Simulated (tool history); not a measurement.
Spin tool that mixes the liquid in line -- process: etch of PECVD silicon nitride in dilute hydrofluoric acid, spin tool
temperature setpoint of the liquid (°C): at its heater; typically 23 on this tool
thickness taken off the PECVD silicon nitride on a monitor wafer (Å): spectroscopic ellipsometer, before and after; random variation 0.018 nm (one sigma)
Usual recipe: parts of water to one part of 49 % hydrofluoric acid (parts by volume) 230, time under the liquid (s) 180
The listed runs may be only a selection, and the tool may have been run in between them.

run,hour,temperature setpoint of the liquid (°C),parts of water to one part of 49 % hydrofluoric acid (parts by volume),time under the liquid (s),"read-back film thickness of the PECVD silicon nitride reference wafer, read on the same gauge (nm)",thickness taken off the PECVD silicon nitride on a monitor wafer (Å)
1,0,23,230,210,130.015,33.88
2,12.6,23,230,180,130.014,29.18
3,22.7,23,230,180,130.008,28.87
4,39.5,23,230,180,130.009,29.21
5,65.2,23,230,180,129.99,29.12
6,72.1,23,230,180,130.012,29.06
7,83.9,23,230,180,129.982,29.14
8,90.7,23,265,255,130.01,35.52
# hour 118.5: gauge calibrated
9,140.8,23,265,255,130.002,35.91
10,147.5,23,265,255,129.999,36.3
11,160.6,23,230,235,130.011,37.68
12,168.4,23,230,180,129.994,29.26
13,175.6,23,230,180,130.013,29.33
14,191.6,23,230,180,130.008,29.2
# hour 196: thermometer replaced
15,199.2,23,230,180,130.023,29.57
16,211.4,23,150,180,130.013,44.7
17,221.9,23,275,180,129.989,24.59
18,233.4,23,230,180,129.996,29.59
19,240,26,230,275,129.999,54.83
20,248.9,26.5,150,225,130.014,70.62
21,258.8,18,120,100,130.002,22.01
22,269.9,23,230,245,130.01,39.7
23,277.3,23,230,235,129.993,38.28
24,289.5,23,280,100,129.983,13.64
# hour 296.9: hydrofluoric acid flow meter replaced
25,299.3,21.5,280,180,130.002,20.24

Run 26, settings as shown, results not yet in. Your forecast:
26,308.4,27,135,135,?,?

read-back film thickness of the PECVD silicon nitride reference wafer, read on the same gauge (nm): 129.984
thickness taken off the PECVD silicon nitride on a monitor wafer (Å): 44.39
On a tool with no hidden condition, and with the same random variation, this run would have come out at thickness taken off the PECVD silicon nitride on a monitor wafer (Å) 43.35.

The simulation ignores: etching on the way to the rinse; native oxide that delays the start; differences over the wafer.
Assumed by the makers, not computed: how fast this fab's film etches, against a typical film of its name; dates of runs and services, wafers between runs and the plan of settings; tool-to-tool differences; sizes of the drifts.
